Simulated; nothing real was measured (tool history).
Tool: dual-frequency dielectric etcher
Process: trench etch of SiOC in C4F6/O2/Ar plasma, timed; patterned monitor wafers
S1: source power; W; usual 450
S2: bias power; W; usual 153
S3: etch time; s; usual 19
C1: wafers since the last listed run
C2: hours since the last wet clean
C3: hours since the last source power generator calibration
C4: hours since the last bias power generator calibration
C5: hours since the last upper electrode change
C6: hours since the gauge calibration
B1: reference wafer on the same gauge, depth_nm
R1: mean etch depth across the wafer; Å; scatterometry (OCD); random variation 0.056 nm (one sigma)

run    hour   S1   S2    S3    C1     C2      C3      C4      C5     C6     B1     R1
  1       0  450  153    19     0  324.5  2930.7  2884.5  2046.1   28.5  35.11  389.7
  2    54.6  450  153    19   560  379.1  2985.3  2939.1  2100.7   83.1  35.11  390.4
  3    97.8  450  180    19   443  422.3  3028.5  2982.3  2143.9  126.3   35.1  418.4
      218.8  -- wet clean of the chamber
  4   219.3  450  180    19  1000    0.5    3150  3103.8  2265.4  247.8   35.1  411.8
  5   278.7  450  180    19   609   59.9  3209.4  3163.2  2324.8  307.2  35.09  412.9
  6   329.1  450  153    19   517  110.3  3259.8  3213.6  2375.2  357.6  35.08  386.5
  7   405.8  450  153    19   787    187  3336.5  3290.3  2451.9  434.3  35.09  386.6
  8   475.2  450  153    19   712  256.4  3405.9  3359.7  2521.3  503.7  35.11  388.2
  9   529.7  450  153  21.5   559  310.9  3460.4  3414.2  2575.8  558.2   35.1  441.1
        646  -- upper electrode replaced
 10   646.5  450  181  24.5   952  427.7  3577.2    3531     0.5    675  35.09  539.8
      647.9  -- gauge calibrated
 11   683.6  530  139  23.5   380  464.8  3614.3  3568.1    37.6   35.7  35.09  483.4
 12   735.2  450  153    19   529  516.4  3665.9  3619.7    89.2   87.3   35.1  391.4
      758.4  -- bias power generator calibrated
 13   791.7  400  141  22.5   538  572.9  3722.4    33.3   145.7  143.8  35.08  427.1
      807.6  -- source power generator calibrated
      828.8  -- wet clean of the chamber
 14     857  510  153  21.5   411   28.2    49.4    98.6     211  209.1  35.12  442.3
 15     953  450  153    19   985  124.2   145.4   194.6     307  305.1  35.09  379.3
 16  1003.9  450  170    15   522  175.1   196.3   245.5   357.9    356  35.09  315.5
 17  1040.2  450  153    14   372  211.4   232.6   281.8   394.2  392.3   35.1  281.6

Forecast each of these 3 alternatives for the next run:
  A  1040.6  450  153  19   4  211.8  233  282.2  394.6  392.7   ?   ?
  B  1040.6  450  167  19   4  211.8  233  282.2  394.6  392.7   ?   ?
  C  1040.6  370  181  16   4  211.8  233  282.2  394.6  392.7   ?   ?

run     B1     R1
  A  35.11  382.2
  B  35.11  396.5
  C  35.11  330.5
Without the tool's hidden state the same runs would have given:
run     R1
  A  376.8
  B  390.8
  C  325.7
